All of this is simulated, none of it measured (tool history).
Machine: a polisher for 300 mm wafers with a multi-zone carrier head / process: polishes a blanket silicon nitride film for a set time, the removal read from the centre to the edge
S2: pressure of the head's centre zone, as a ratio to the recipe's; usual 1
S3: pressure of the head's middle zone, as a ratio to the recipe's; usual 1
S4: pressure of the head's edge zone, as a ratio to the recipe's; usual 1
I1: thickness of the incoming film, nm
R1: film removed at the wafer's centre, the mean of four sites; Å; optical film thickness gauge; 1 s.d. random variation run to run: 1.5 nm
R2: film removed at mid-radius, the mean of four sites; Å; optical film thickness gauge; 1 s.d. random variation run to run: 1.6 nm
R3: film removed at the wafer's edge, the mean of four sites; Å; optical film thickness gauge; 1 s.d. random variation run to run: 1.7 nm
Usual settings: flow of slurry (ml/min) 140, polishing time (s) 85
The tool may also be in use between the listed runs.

run 1 hour=0 | flow_of_slurry_(ml/min)=140 S2=1 S3=1 S4=1 polishing_time_(s)=85 | I1=686.4 | R1=1304 R2=1273 R3=1276
run 2 hour=8.3 | flow_of_slurry_(ml/min)=155 S2=1 S3=1 S4=1.11 polishing_time_(s)=85 | I1=696 | R1=1329 R2=1303 R3=1364
run 3 hour=26.1 | flow_of_slurry_(ml/min)=105 S2=0.96 S3=0.89 S4=0.94 polishing_time_(s)=85 | I1=695.8 | R1=1168 R2=1065 R3=1154
run 4 hour=35.8 | flow_of_slurry_(ml/min)=140 S2=1 S3=1 S4=1 polishing_time_(s)=85 | I1=701 | R1=1317 R2=1279 R3=1285
-- hour=47.5 slurry nozzle cleaned
run 5 hour=49.6 | flow_of_slurry_(ml/min)=140 S2=1 S3=1 S4=1 polishing_time_(s)=85 | I1=693 | R1=1300 R2=1287 R3=1271
run 6 hour=59.7 | flow_of_slurry_(ml/min)=140 S2=1 S3=1.06 S4=1 polishing_time_(s)=85 | I1=703.9 | R1=1306 R2=1377 R3=1278
run 7 hour=68 | flow_of_slurry_(ml/min)=165 S2=0.96 S3=1 S4=1 polishing_time_(s)=85 | I1=692.4 | R1=1313 R2=1339 R3=1335
run 8 hour=82.2 | flow_of_slurry_(ml/min)=140 S2=1 S3=1 S4=1 polishing_time_(s)=85 | I1=695.5 | R1=1289 R2=1300 R3=1260
-- hour=94.3 worn pad replaced by a new one
run 9 hour=94.8 | flow_of_slurry_(ml/min)=140 S2=1 S3=1 S4=1 polishing_time_(s)=85 | I1=704.8 | R1=1303 R2=1283 R3=1288
run 10 hour=101.7 | flow_of_slurry_(ml/min)=140 S2=1 S3=1 S4=1 polishing_time_(s)=85 | I1=696.2 | R1=1290 R2=1293 R3=1278
run 11 hour=113.7 | flow_of_slurry_(ml/min)=140 S2=1 S3=1 S4=1 polishing_time_(s)=85 | I1=691.1 | R1=1312 R2=1303 R3=1273
run 12 hour=129.6 | flow_of_slurry_(ml/min)=170 S2=1 S3=0.9 S4=1 polishing_time_(s)=85 | I1=699.4 | R1=1360 R2=1216 R3=1312
run 13 hour=141.7 | flow_of_slurry_(ml/min)=140 S2=1 S3=1.08 S4=1 polishing_time_(s)=85 | I1=707 | R1=1286 R2=1373 R3=1247
-- hour=148.6 carrier head's membrane replaced by a new one
run 14 hour=150 | flow_of_slurry_(ml/min)=140 S2=1.07 S3=1.1 S4=1 polishing_time_(s)=85 | I1=687.6 | R1=1426 R2=1389 R3=1267
-- hour=152.1 edge zone pressure recalibrated
run 15 hour=157.7 | flow_of_slurry_(ml/min)=105 S2=1.06 S3=1 S4=0.9 polishing_time_(s)=113 | I1=702.7 | R1=1692 R2=1582 R3=1529
run 16 hour=164.8 | flow_of_slurry_(ml/min)=170 S2=1.04 S3=1 S4=1.04 polishing_time_(s)=66 | I1=694.8 | R1=1116 R2=1040 R3=1052
run 17 hour=182.4 | flow_of_slurry_(ml/min)=140 S2=1 S3=1 S4=0.91 polishing_time_(s)=85 | I1=704 | R1=1296 R2=1280 R3=1242
run 18 hour=194.1 | flow_of_slurry_(ml/min)=140 S2=1.03 S3=1 S4=1 polishing_time_(s)=85 | I1=702 | R1=1355 R2=1266 R3=1254
-- hour=238.7 worn pad replaced by a new one
run 19 hour=239.2 | flow_of_slurry_(ml/min)=140 S2=1 S3=1 S4=1 polishing_time_(s)=105 | I1=701.3 | R1=1570 R2=1584 R3=1551
run 20 hour=246.9 | flow_of_slurry_(ml/min)=140 S2=1 S3=1 S4=1 polishing_time_(s)=85 | I1=710.8 | R1=1338 R2=1280 R3=1268
run 21 hour=268.1 | flow_of_slurry_(ml/min)=140 S2=1 S3=1 S4=1 polishing_time_(s)=85 | I1=704.7 | R1=1295 R2=1291 R3=1255
run 22 hour=285.4 | flow_of_slurry_(ml/min)=140 S2=0.9 S3=1 S4=1 polishing_time_(s)=85 | I1=696.6 | R1=1188 R2=1288 R3=1295

Consider 4 possible next runs. They are alternatives, not a sequence: every one starts from the tool as it was left by run 22. What does each give?
run A hour=285.9 | flow_of_slurry_(ml/min)=110 S2=1 S3=1 S4=1 polishing_time_(s)=85 | I1=691.5 | R1=? R2=? R3=?
run B hour=285.9 | flow_of_slurry_(ml/min)=160 S2=1.07 S3=1 S4=1 polishing_time_(s)=85 | I1=691.5 | R1=? R2=? R3=?
run C hour=285.9 | flow_of_slurry_(ml/min)=140 S2=1 S3=1 S4=1 polishing_time_(s)=99 | I1=691.5 | R1=? R2=? R3=?
run D hour=285.9 | flow_of_slurry_(ml/min)=185 S2=0.96 S3=1.11 S4=1 polishing_time_(s)=85 | I1=691.5 | R1=? R2=? R3=?

run=A R1=1198 R2=1173 R3=1241
run=B R1=1420 R2=1282 R3=1322
run=C R1=1498 R2=1453 R3=1510
run=D R1=1312 R2=1439 R3=1345
The same runs, with their run-to-run variation unchanged, on a tool lacking any hidden condition would have given:
run=A R1=1198 R2=1173 R3=1241
run=B R1=1420 R2=1282 R3=1322
run=C R1=1498 R2=1453 R3=1510
run=D R1=1312 R2=1439 R3=1345
